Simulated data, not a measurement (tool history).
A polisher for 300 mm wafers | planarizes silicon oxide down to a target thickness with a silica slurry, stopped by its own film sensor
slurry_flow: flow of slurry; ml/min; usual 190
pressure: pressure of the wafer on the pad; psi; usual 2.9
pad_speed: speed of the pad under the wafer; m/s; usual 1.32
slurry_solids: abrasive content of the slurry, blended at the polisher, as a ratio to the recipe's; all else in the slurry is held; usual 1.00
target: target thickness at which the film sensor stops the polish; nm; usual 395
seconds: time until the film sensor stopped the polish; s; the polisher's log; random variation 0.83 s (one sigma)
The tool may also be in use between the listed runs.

run   hour  slurry_flow  pressure  pad_speed  slurry_solids  target  incoming thickness of the incoming film, nm  seconds
  1    0.0          190       2.9       1.58           1.00     465                                        657.8     74.6
      24.7  -- conditioning disc replaced and pad reconditioned
  2   46.7          190       2.9       1.32           1.00     395                                        658.7    115.2
  3   96.5          190       2.9       1.32           1.00     395                                        650.6    113.1
     101.8  -- slurry blender recalibrated
  4  121.3          190       2.9       1.32           1.20     395                                        640.4    101.4
  5  159.1          190       2.9       1.32           1.20     395                                        647.2    106.6
     188.3  -- worn pad replaced by a new one
  6  194.9          190       2.9       1.04           1.00     395                                        657.9    147.0
     206.5  -- slurry nozzle cleaned
     223.6  -- conditioning disc replaced and pad reconditioned
  7  256.3          190       2.9       1.04           1.00     395                                        643.9    124.4
     277.6  -- slurry blender recalibrated
     373.4  -- worn pad replaced by a new one
  8  424.6          190       2.9       1.04           1.00     395                                        640.9    127.9
     451.5  -- conditioning disc replaced and pad reconditioned
     477.9  -- slurry blender recalibrated
     489.5  -- head pressure recalibrated
  9  493.1          190       2.9       1.32           1.00     395                                        641.3    104.5
 10  532.7          190       2.9       1.32           1.00     395                                        659.3    114.5
     564.0  -- slurry nozzle cleaned
     569.6  -- worn pad replaced by a new one
 11  575.7          190       2.9       1.50           1.00     445                                        643.1     75.4
 12  606.9          190       2.9       1.32           1.00     395                                        655.8    109.7
     647.5  -- slurry blender recalibrated
 13  648.3          190       2.9       1.68           1.25     430                                        660.5     75.4
     655.3  -- conditioning disc replaced and pad reconditioned
 14  675.1          255       2.9       0.88           1.00     395                                        641.7    136.1
 15  710.3          245       3.6       1.32           1.00     395                                        649.2     83.2
     749.4  -- worn pad replaced by a new one
 16  756.9          190       3.4       1.58           1.10     444                                        644.0     60.6
 17  805.5          255       2.9       1.32           1.30     446                                        654.6     79.0
     847.0  -- slurry blender recalibrated
 18  853.3          190       2.9       1.32           1.00     395                                        648.8    113.0
     898.8  -- conditioning disc replaced and pad reconditioned
 19  906.8          155       2.9       1.32           1.00     395                                        651.3    118.0

Run 20 comes next. What will it give?
     922.4  -- slurry nozzle cleaned
     935.5  -- worn pad replaced by a new one
 20  956.3          190       3.4       1.32           0.75     341                                        650.4        ?

seconds: 125.5 s
Without the tool's hidden state the same run would have given seconds 123.1 s.
